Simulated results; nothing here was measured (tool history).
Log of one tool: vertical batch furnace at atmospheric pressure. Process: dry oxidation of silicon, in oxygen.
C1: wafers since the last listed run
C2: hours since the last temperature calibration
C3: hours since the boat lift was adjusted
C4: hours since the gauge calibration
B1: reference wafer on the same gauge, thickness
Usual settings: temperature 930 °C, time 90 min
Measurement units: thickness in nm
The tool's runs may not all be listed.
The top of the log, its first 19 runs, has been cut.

{"run": 20, "hour": 1511.2, "temperature": 941, "time": 124.5, "C1": 1983, "C2": 252, "C3": 338, "C4": 818.3, "B1": 51.34, "thickness": 73.26}
{"run": 21, "hour": 1600.2, "temperature": 937, "time": 45.5, "C1": 1637, "C2": 341, "C3": 427, "C4": 907.3, "B1": 51.48, "thickness": 36.66}
{"run": 22, "hour": 1675.5, "temperature": 930, "time": 90, "C1": 1385, "C2": 416.3, "C3": 502.3, "C4": 982.6, "B1": 51.26, "thickness": 53.69}
{"run": 23, "hour": 1770.9, "temperature": 945, "time": 127, "C1": 1755, "C2": 511.7, "C3": 597.7, "C4": 1078, "B1": 51.36, "thickness": 76.67}
{"run": 24, "hour": 1863.4, "temperature": 930, "time": 90, "C1": 1701, "C2": 604.2, "C3": 690.2, "C4": 1170.5, "B1": 51.35, "thickness": 54.09}
{"run": 25, "hour": 2185.9, "temperature": 922, "time": 72.5, "C1": 5933, "C2": 926.7, "C3": 1012.7, "C4": 1493, "B1": 51.28, "thickness": 43.83}
{"run": 26, "hour": 2281.9, "temperature": 939, "time": 90, "C1": 1766, "C2": 1022.7, "C3": 1108.7, "C4": 1589, "B1": 51.4, "thickness": 58.84}
{"run": 27, "hour": 2381.3, "temperature": 954, "time": 70, "C1": 1828, "C2": 1122.1, "C3": 1208.1, "C4": 1688.4, "B1": 51.39, "thickness": 55.43}
{"run": 28, "hour": 2423.6, "temperature": 930, "time": 61.5, "C1": 778, "C2": 1164.4, "C3": 1250.4, "C4": 1730.7, "B1": 51.41, "thickness": 42.11}
{"run": 29, "hour": 2493.7, "temperature": 930, "time": 103, "C1": 1289, "C2": 1234.5, "C3": 1320.5, "C4": 1800.8, "B1": 51.41, "thickness": 59.16}
{"hour": 2566.8, "done": "gauge calibrated"}
{"run": 30, "hour": 2586.9, "temperature": 954, "time": 131.5, "C1": 1714, "C2": 1327.7, "C3": 1413.7, "C4": 20.1, "B1": 51.46, "thickness": 84.05}
{"run": 31, "hour": 2645.4, "temperature": 905, "time": 58, "C1": 1076, "C2": 1386.2, "C3": 1472.2, "C4": 78.6, "B1": 51.44, "thickness": 32.52}
{"run": 32, "hour": 2695.9, "temperature": 946, "time": 59.5, "C1": 929, "C2": 1436.7, "C3": 1522.7, "C4": 129.1, "B1": 51.46, "thickness": 46.8}
{"run": 33, "hour": 2784.0, "temperature": 920, "time": 133, "C1": 1620, "C2": 1524.8, "C3": 1610.8, "C4": 217.2, "B1": 51.47, "thickness": 64.86}
{"run": 34, "hour": 2888.9, "temperature": 949, "time": 65.5, "C1": 1930, "C2": 1629.7, "C3": 1715.7, "C4": 322.1, "B1": 51.37, "thickness": 51.06}
{"run": 35, "hour": 2977.3, "temperature": 930, "time": 90, "C1": 1626, "C2": 1718.1, "C3": 1804.1, "C4": 410.5, "B1": 51.38, "thickness": 54.46}
{"run": 36, "hour": 3282.0, "temperature": 930, "time": 109.5, "C1": 5606, "C2": 2022.8, "C3": 2108.8, "C4": 715.2, "B1": 51.45, "thickness": 61.38}

What if the next run were any one of these 4? Each begins from the tool's condition after run 36:
{"run": "A", "hour": 3286.4, "temperature": 930, "time": 90, "C1": 80, "C2": 2027.2, "C3": 2113.2, "C4": 719.6, "B1": "?", "thickness": "?"}
{"run": "B", "hour": 3286.4, "temperature": 920, "time": 130, "C1": 80, "C2": 2027.2, "C3": 2113.2, "C4": 719.6, "B1": "?", "thickness": "?"}
{"run": "C", "hour": 3286.4, "temperature": 940, "time": 90, "C1": 80, "C2": 2027.2, "C3": 2113.2, "C4": 719.6, "B1": "?", "thickness": "?"}
{"run": "D", "hour": 3286.4, "temperature": 909, "time": 64.5, "C1": 80, "C2": 2027.2, "C3": 2113.2, "C4": 719.6, "B1": "?", "thickness": "?"}

run=A B1=51.36 thickness=54.16
run=B B1=51.36 thickness=63.53
run=C B1=51.36 thickness=58.78
run=D B1=51.36 thickness=35.91
With no hidden state in the tool, these same runs would have given:
run=A thickness=52.98
run=B thickness=62.02
run=C thickness=57.57
run=D thickness=35.05
